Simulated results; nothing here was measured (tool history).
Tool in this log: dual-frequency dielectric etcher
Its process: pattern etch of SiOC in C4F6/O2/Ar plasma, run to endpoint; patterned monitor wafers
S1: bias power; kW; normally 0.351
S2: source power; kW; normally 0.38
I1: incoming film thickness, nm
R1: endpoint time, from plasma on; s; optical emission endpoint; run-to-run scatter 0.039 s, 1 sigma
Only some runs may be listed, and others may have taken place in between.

{"run": 1, "hour": 0.0, "S1": 0.351, "S2": 0.36, "I1": 30.17, "R1": 11.7}
{"run": 2, "hour": 29.2, "S1": 0.351, "S2": 0.36, "I1": 30.04, "R1": 11.6}
{"run": 3, "hour": 80.6, "S1": 0.37, "S2": 0.38, "I1": 30.2, "R1": 11.2}
{"run": 4, "hour": 110.6, "S1": 0.37, "S2": 0.38, "I1": 30.03, "R1": 11.1}
{"run": 5, "hour": 148.5, "S1": 0.37, "S2": 0.38, "I1": 29.97, "R1": 11.2}
{"run": 6, "hour": 218.6, "S1": 0.351, "S2": 0.38, "I1": 30.13, "R1": 11.4}
{"run": 7, "hour": 243.7, "S1": 0.351, "S2": 0.38, "I1": 29.87, "R1": 11.5}
{"run": 8, "hour": 277.8, "S1": 0.351, "S2": 0.43, "I1": 30.43, "R1": 11}
{"run": 9, "hour": 337.3, "S1": 0.351, "S2": 0.38, "I1": 30.3, "R1": 11.6}
{"run": 10, "hour": 377.5, "S1": 0.351, "S2": 0.38, "I1": 30.05, "R1": 11.5}
{"run": 11, "hour": 419.8, "S1": 0.351, "S2": 0.38, "I1": 30.06, "R1": 11.6}
{"run": 12, "hour": 454.7, "S1": 0.351, "S2": 0.38, "I1": 30.21, "R1": 11.7}
{"run": 13, "hour": 505.0, "S1": 0.351, "S2": 0.38, "I1": 30.21, "R1": 11.7}
{"run": 14, "hour": 562.8, "S1": 0.351, "S2": 0.38, "I1": 30.63, "R1": 11.9}
{"hour": 587.9, "done": "wet clean of the chamber"}
{"run": 15, "hour": 613.3, "S1": 0.351, "S2": 0.38, "I1": 30.18, "R1": 11.4}
{"hour": 656.0, "done": "bias power generator calibrated"}
{"run": 16, "hour": 663.3, "S1": 0.351, "S2": 0.38, "I1": 30.24, "R1": 11.5}
{"run": 17, "hour": 708.5, "S1": 0.351, "S2": 0.38, "I1": 30.03, "R1": 11.4}
{"hour": 742.7, "done": "source power generator calibrated"}
{"run": 18, "hour": 760.2, "S1": 0.279, "S2": 0.3, "I1": 30.25, "R1": 14.6}
{"hour": 786.4, "done": "upper electrode replaced"}
{"run": 19, "hour": 786.9, "S1": 0.387, "S2": 0.41, "I1": 30.16, "R1": 11}
{"run": 20, "hour": 849.6, "S1": 0.39, "S2": 0.33, "I1": 30.17, "R1": 12}
{"run": 21, "hour": 910.4, "S1": 0.405, "S2": 0.38, "I1": 30.24, "R1": 11.2}
{"run": 22, "hour": 953.0, "S1": 0.351, "S2": 0.38, "I1": 30.43, "R1": 11.9}
{"run": 23, "hour": 1024.3, "S1": 0.351, "S2": 0.38, "I1": 30.24, "R1": 11.9}
{"run": 24, "hour": 1073.4, "S1": 0.328, "S2": 0.42, "I1": 30.12, "R1": 11.7}
{"hour": 1119.3, "done": "wet clean of the chamber"}
{"run": 25, "hour": 1133.4, "S1": 0.294, "S2": 0.43, "I1": 30.35, "R1": 11.9}
{"run": 26, "hour": 1159.5, "S1": 0.417, "S2": 0.43, "I1": 30.06, "R1": 10.1}
{"run": 27, "hour": 1184.8, "S1": 0.37, "S2": 0.38, "I1": 30.34, "R1": 11.4}
{"run": 28, "hour": 1243.3, "S1": 0.322, "S2": 0.43, "I1": 29.82, "R1": 11.3}
{"run": 29, "hour": 1287.7, "S1": 0.303, "S2": 0.38, "I1": 30.15, "R1": 12.4}
{"run": 30, "hour": 1342.4, "S1": 0.402, "S2": 0.29, "I1": 29.77, "R1": 12.2}
{"run": 31, "hour": 1393.5, "S1": 0.351, "S2": 0.38, "I1": 30.39, "R1": 11.8}
{"run": 32, "hour": 1429.6, "S1": 0.351, "S2": 0.38, "I1": 30.19, "R1": 11.8}
{"run": 33, "hour": 1482.2, "S1": 0.351, "S2": 0.38, "I1": 30.26, "R1": 11.7}
{"run": 34, "hour": 1515.6, "S1": 0.351, "S2": 0.38, "I1": 30.12, "R1": 11.7}
{"run": 35, "hour": 1539.7, "S1": 0.28, "S2": 0.41, "I1": 29.91, "R1": 12.4}
{"run": 36, "hour": 1577.0, "S1": 0.319, "S2": 0.46, "I1": 30.33, "R1": 11.3}

Run-by-run hidden state of the tool:
bias power that arrives over what is set, %: 0 on each run
H1: etch rate over this chamber's usual, %
H2: source power that arrives over what is set, %
run=1 H1=0.042 H2=5.29
run=2 H1=-0.0822 H2=5.32
run=3 H1=-0.301 H2=5.35
run=4 H1=-0.428 H2=5.37
run=5 H1=-0.59 H2=5.39
run=6 H1=-0.888 H2=5.43
run=7 H1=-0.995 H2=5.45
run=8 H1=-1.14 H2=5.47
run=9 H1=-1.39 H2=5.49
run=10 H1=-1.56 H2=5.51
run=11 H1=-1.74 H2=5.53
run=12 H1=-1.89 H2=5.55
run=13 H1=-2.11 H2=5.56
run=14 H1=-2.35 H2=5.59
run=15 H1=-0.0881 H2=5.6
run=16 H1=-0.301 H2=5.62
run=17 H1=-0.493 H2=5.63
run=18 H1=-0.713 H2=-0.703
run=19 H1=-0.827 H2=-0.52
run=20 H1=-1.09 H2=-0.114
run=21 H1=-1.35 H2=0.248
run=22 H1=-1.53 H2=0.484
run=23 H1=-1.84 H2=0.85
run=24 H1=-2.05 H2=1.08
run=25 H1=0.264 H2=1.35
run=26 H1=0.153 H2=1.45
run=27 H1=0.0454 H2=1.55
run=28 H1=-0.203 H2=1.78
run=29 H1=-0.392 H2=1.93
run=30 H1=-0.625 H2=2.11
run=31 H1=-0.842 H2=2.27
run=32 H1=-0.996 H2=2.37
run=33 H1=-1.22 H2=2.51
run=34 H1=-1.36 H2=2.6
run=35 H1=-1.46 H2=2.66
run=36 H1=-1.62 H2=2.75

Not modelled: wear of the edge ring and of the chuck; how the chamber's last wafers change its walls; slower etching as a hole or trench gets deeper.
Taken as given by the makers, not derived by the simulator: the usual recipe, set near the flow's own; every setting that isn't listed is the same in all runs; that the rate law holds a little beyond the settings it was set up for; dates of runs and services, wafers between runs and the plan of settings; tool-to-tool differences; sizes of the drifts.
